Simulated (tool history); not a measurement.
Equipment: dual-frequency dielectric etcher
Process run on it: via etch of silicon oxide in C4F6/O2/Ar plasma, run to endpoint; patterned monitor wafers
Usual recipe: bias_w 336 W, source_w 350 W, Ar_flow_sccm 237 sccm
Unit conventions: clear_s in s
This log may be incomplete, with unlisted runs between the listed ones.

| run | hour | bias_w | source_w | Ar_flow_sccm | wafers since the last listed run | hours since the last wet clean | hours since the last bias power generator calibration | hours since the last source power generator calibration | hours since the last Ar flow controller change | hours since the last upper electrode change | incoming incoming film thickness, nm | clear_s |
|---|---|---|---|---|---|---|---|---|---|---|---|---|
| 1 | 0 | 336 | 350 | 237 | 0 | 94.6 | 4133.3 | 4585.2 | 4779.4 | 2034.4 | 99.4 | 27.2 |
| 2 | 63.7 | 336 | 350 | 237 | 473 | 158.3 | 4197 | 4648.9 | 4843.1 | 2098.1 | 99.5 | 27.1 |
| 3 | 91.3 | 336 | 350 | 237 | 204 | 185.9 | 4224.6 | 4676.5 | 4870.7 | 2125.7 | 99.1 | 27 |
| 4 | 131.8 | 390 | 390 | 237 | 300 | 226.4 | 4265.1 | 4717 | 4911.2 | 2166.2 | 100.3 | 25 |
| 5 | 171 | 336 | 350 | 219 | 291 | 265.6 | 4304.3 | 4756.2 | 4950.4 | 2205.4 | 99.8 | 26.9 |
| 6 | 199.3 | 381 | 350 | 279 | 210 | 293.9 | 4332.6 | 4784.5 | 4978.7 | 2233.7 | 99.8 | 26.4 |
| 7 | 243 | 336 | 410 | 237 | 324 | 337.6 | 4376.3 | 4828.2 | 5022.4 | 2277.4 | 98.7 | 25.8 |
|  | 282.7 | upper electrode replaced |
| 8 | 283.2 | 336 | 290 | 237 | 120 | 377.8 | 4416.5 | 4868.4 | 5062.6 | 0.5 | 99.3 | 28.3 |
| 9 | 304.8 | 381 | 390 | 237 | 160 | 399.4 | 4438.1 | 4890 | 5084.2 | 22.1 | 99.6 | 25 |
| 10 | 358.5 | 336 | 350 | 237 | 398 | 453.1 | 4491.8 | 4943.7 | 5137.9 | 75.8 | 98.8 | 26.7 |
| 11 | 402.8 | 255 | 350 | 237 | 328 | 497.4 | 4536.1 | 4988 | 5182.2 | 120.1 | 98.4 | 29 |
|  | 465.4 | wet clean of the chamber |
|  | 475.8 | source power generator calibrated |
| 12 | 476.3 | 390 | 390 | 237 | 337 | 10.9 | 4609.6 | 0.5 | 5255.7 | 193.6 | 99.5 | 25 |
| 13 | 507.5 | 336 | 260 | 237 | 231 | 42.1 | 4640.8 | 31.7 | 5286.9 | 224.8 | 98 | 29.2 |
| 14 | 556.6 | 336 | 350 | 237 | 364 | 91.2 | 4689.9 | 80.8 | 5336 | 273.9 | 100.7 | 27.6 |
| 15 | 610.6 | 382 | 420 | 237 | 401 | 145.2 | 4743.9 | 134.8 | 5390 | 327.9 | 99.4 | 24.6 |
|  | 750.9 | Ar flow controller replaced |
| 16 | 817.6 | 416 | 310 | 237 | 1492 | 352.2 | 4950.9 | 341.8 | 66.7 | 534.9 | 98.8 | 25.7 |
| 17 | 866.1 | 286 | 410 | 237 | 360 | 400.7 | 4999.4 | 390.3 | 115.2 | 583.4 | 99.5 | 27.3 |
|  | 904.1 | bias power generator calibrated |
| 18 | 917.2 | 336 | 420 | 237 | 349 | 451.8 | 13.1 | 441.4 | 166.3 | 634.5 | 99.6 | 25.6 |
| 19 | 955.3 | 280 | 310 | 286 | 282 | 489.9 | 51.2 | 479.5 | 204.4 | 672.6 | 100.7 | 30.8 |
|  | 999.8 | wet clean of the chamber |
| 20 | 1014.9 | 336 | 320 | 237 | 264 | 15.1 | 110.8 | 539.1 | 264 | 732.2 | 98.8 | 28 |
| 21 | 1083.4 | 417 | 350 | 237 | 508 | 83.6 | 179.3 | 607.6 | 332.5 | 800.7 | 99 | 25.2 |
| 22 | 1132.5 | 336 | 350 | 237 | 364 | 132.7 | 228.4 | 656.7 | 381.6 | 849.8 | 100 | 27.3 |
| 23 | 1175.5 | 367 | 290 | 184 | 319 | 175.7 | 271.4 | 699.7 | 424.6 | 892.8 | 98.6 | 26.7 |
| 24 | 1215.2 | 266 | 270 | 237 | 294 | 215.4 | 311.1 | 739.4 | 464.3 | 932.5 | 99.9 | 31.7 |
| 25 | 1285.3 | 336 | 350 | 237 | 520 | 285.5 | 381.2 | 809.5 | 534.4 | 1002.6 | 99.6 | 27.2 |
| 26 | 1355.7 | 402 | 300 | 198 | 522 | 355.9 | 451.6 | 879.9 | 604.8 | 1073 | 100 | 26 |
| 27 | 1397.1 | 399 | 390 | 237 | 307 | 397.3 | 493 | 921.3 | 646.2 | 1114.4 | 99.9 | 24.8 |
| 28 | 1423.6 | 370 | 350 | 189 | 196 | 423.8 | 519.5 | 947.8 | 672.7 | 1140.9 | 99.6 | 25.3 |
| 29 | 1494.7 | 266 | 270 | 237 | 528 | 494.9 | 590.6 | 1018.9 | 743.8 | 1212 | 99.2 | 31.2 |

Alternative continuations, all from the tool just after run 29; predict every row:
| A | 1495.1 | 336 | 350 | 237 | 2 | 495.3 | 591 | 1019.3 | 744.2 | 1212.4 | 100.2 | ? |
| B | 1495.1 | 312 | 300 | 286 | 2 | 495.3 | 591 | 1019.3 | 744.2 | 1212.4 | 100.2 | ? |
| C | 1495.1 | 364 | 400 | 260 | 2 | 495.3 | 591 | 1019.3 | 744.2 | 1212.4 | 100.2 | ? |
| D | 1495.1 | 273 | 410 | 237 | 2 | 495.3 | 591 | 1019.3 | 744.2 | 1212.4 | 100.2 | ? |

| run | clear_s |
|---|---|
| A | 27.2 |
| B | 29.8 |
| C | 25.7 |
| D | 27.9 |
Had the tool no hidden state, the same runs would have come out as:
| run | clear_s |
|---|---|
| A | 27.6 |
| B | 30.2 |
| C | 26.1 |
| D | 28.3 |
